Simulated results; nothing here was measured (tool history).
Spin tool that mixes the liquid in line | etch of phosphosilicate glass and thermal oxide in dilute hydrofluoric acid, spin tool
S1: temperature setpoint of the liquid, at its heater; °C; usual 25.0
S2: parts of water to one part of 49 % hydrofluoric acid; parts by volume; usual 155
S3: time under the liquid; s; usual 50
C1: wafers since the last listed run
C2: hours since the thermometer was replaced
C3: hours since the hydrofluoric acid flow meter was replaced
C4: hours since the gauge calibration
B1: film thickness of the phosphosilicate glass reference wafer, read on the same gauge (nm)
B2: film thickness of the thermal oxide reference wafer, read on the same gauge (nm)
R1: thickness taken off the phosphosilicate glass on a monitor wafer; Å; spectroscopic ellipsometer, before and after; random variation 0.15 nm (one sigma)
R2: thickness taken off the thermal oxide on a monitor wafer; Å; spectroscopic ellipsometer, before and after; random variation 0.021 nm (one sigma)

| run | day | S1 | S2 | S3 | C1 | C2 | C3 | C4 | B1 | B2 | R1 | R2 |
|---|---|---|---|---|---|---|---|---|---|---|---|---|
| 1 | 0.000 | 26.5 | 155 | 65 | 0 | 35.0 | 216.2 | 1487.0 | 90.00 | 29.995 | 236.0 | 18.92 |
| 2 | 3.779 | 26.5 | 155 | 65 | 875 | 125.7 | 306.9 | 1577.7 | 89.99 | 30.028 | 232.0 | 18.97 |
| 3 | 5.758 | 26.5 | 155 | 65 | 458 | 173.2 | 354.4 | 1625.2 | 90.01 | 29.994 | 232.1 | 18.73 |
| 4 | 9.688 | 25.0 | 155 | 50 | 910 | 267.5 | 448.7 | 1719.5 | 90.03 | 29.971 | 168.8 | 13.39 |
| 5 | 14.017 | 29.5 | 185 | 25 | 1002 | 371.4 | 552.6 | 1823.4 | 89.99 | 30.021 | 79.0 | 6.56 |
| 6 | 16.408 | 28.5 | 155 | 25 | 554 | 428.8 | 610.0 | 1880.8 | 89.99 | 30.016 | 93.3 | 7.69 |
|  | 18.038 | gauge calibrated |
| 7 | 20.762 | 20.5 | 130 | 35 | 1008 | 533.3 | 714.5 | 65.4 | 90.06 | 29.994 | 119.0 | 9.75 |
|  | 21.404 | hydrofluoric acid flow meter replaced |
| 8 | 22.804 | 25.0 | 155 | 50 | 463 | 582.3 | 33.6 | 114.4 | 89.98 | 30.020 | 176.8 | 14.16 |
| 9 | 24.467 | 22.0 | 85 | 65 | 385 | 622.2 | 73.5 | 154.3 | 89.99 | 30.011 | 404.5 | 32.74 |
| 10 | 28.329 | 25.0 | 75 | 60 | 894 | 714.9 | 166.2 | 247.0 | 89.99 | 29.996 | 478.6 | 39.24 |
| 11 | 32.662 | 25.0 | 155 | 50 | 1003 | 818.9 | 270.2 | 351.0 | 90.00 | 29.982 | 175.2 | 14.16 |
| 12 | 35.658 | 28.0 | 155 | 70 | 694 | 890.8 | 342.1 | 422.9 | 89.98 | 30.017 | 273.5 | 22.01 |
| 13 | 38.762 | 25.0 | 155 | 50 | 719 | 965.3 | 416.6 | 497.4 | 90.04 | 30.021 | 174.5 | 13.73 |
| 14 | 41.529 | 22.5 | 110 | 50 | 640 | 1031.7 | 483.0 | 563.8 | 90.04 | 30.031 | 228.4 | 18.53 |
| 15 | 43.358 | 26.5 | 120 | 35 | 423 | 1075.6 | 526.9 | 607.7 | 90.05 | 29.969 | 169.8 | 13.89 |
| 16 | 47.633 | 25.0 | 155 | 50 | 990 | 1178.2 | 629.5 | 710.3 | 89.95 | 29.971 | 168.7 | 13.84 |
|  | 49.492 | hydrofluoric acid flow meter replaced |
| 17 | 50.025 | 29.5 | 155 | 50 | 544 | 1235.6 | 12.8 | 767.7 | 90.00 | 30.039 | 210.0 | 17.28 |
| 18 | 52.929 | 25.0 | 110 | 60 | 672 | 1305.3 | 82.5 | 837.4 | 89.96 | 30.065 | 315.5 | 26.05 |
| 19 | 55.375 | 25.0 | 155 | 50 | 566 | 1364.0 | 141.2 | 896.1 | 90.00 | 29.987 | 176.0 | 14.39 |
| 20 | 59.217 | 20.5 | 155 | 50 | 890 | 1456.2 | 233.4 | 988.3 | 90.00 | 29.994 | 149.1 | 11.81 |
| 21 | 72.533 | 25.0 | 155 | 50 | 3085 | 1775.8 | 553.0 | 1307.9 | 90.01 | 29.998 | 167.8 | 13.86 |
|  | 75.179 | hydrofluoric acid flow meter replaced |
| 22 | 76.379 | 28.5 | 235 | 40 | 881 | 1868.1 | 28.8 | 1400.2 | 90.02 | 29.990 | 98.9 | 7.92 |
| 23 | 79.954 | 22.0 | 95 | 50 | 828 | 1953.9 | 114.6 | 1486.0 | 90.00 | 30.000 | 286.2 | 22.70 |
| 24 | 81.862 | 20.0 | 155 | 50 | 442 | 1999.7 | 160.4 | 1531.8 | 90.01 | 29.993 | 148.6 | 12.22 |

Forecast each of these 5 alternatives for the next run:
| A | 81.879 | 25.0 | 155 | 60 | 3 | 2000.1 | 160.8 | 1532.2 | ? | ? | ? | ? |
| B | 81.879 | 25.0 | 120 | 25 | 3 | 2000.1 | 160.8 | 1532.2 | ? | ? | ? | ? |
| C | 81.879 | 25.0 | 110 | 50 | 3 | 2000.1 | 160.8 | 1532.2 | ? | ? | ? | ? |
| D | 81.879 | 28.0 | 215 | 60 | 3 | 2000.1 | 160.8 | 1532.2 | ? | ? | ? | ? |
| E | 81.879 | 22.0 | 215 | 35 | 3 | 2000.1 | 160.8 | 1532.2 | ? | ? | ? | ? |

| run | B1 | B2 | R1 | R2 |
|---|---|---|---|---|
| A | 90.02 | 29.962 | 215.5 | 17.66 |
| B | 90.02 | 29.962 | 121.1 | 9.92 |
| C | 90.02 | 29.962 | 267.6 | 21.92 |
| D | 90.02 | 29.962 | 161.0 | 13.19 |
| E | 90.02 | 29.962 | 75.8 | 6.21 |
Without the tool's hidden state the same runs would have given:
| run | R1 | R2 |
|---|---|---|
| A | 211.5 | 17.33 |
| B | 118.7 | 9.72 |
| C | 262.1 | 21.48 |
| D | 158.6 | 13.00 |
| E | 74.5 | 6.10 |
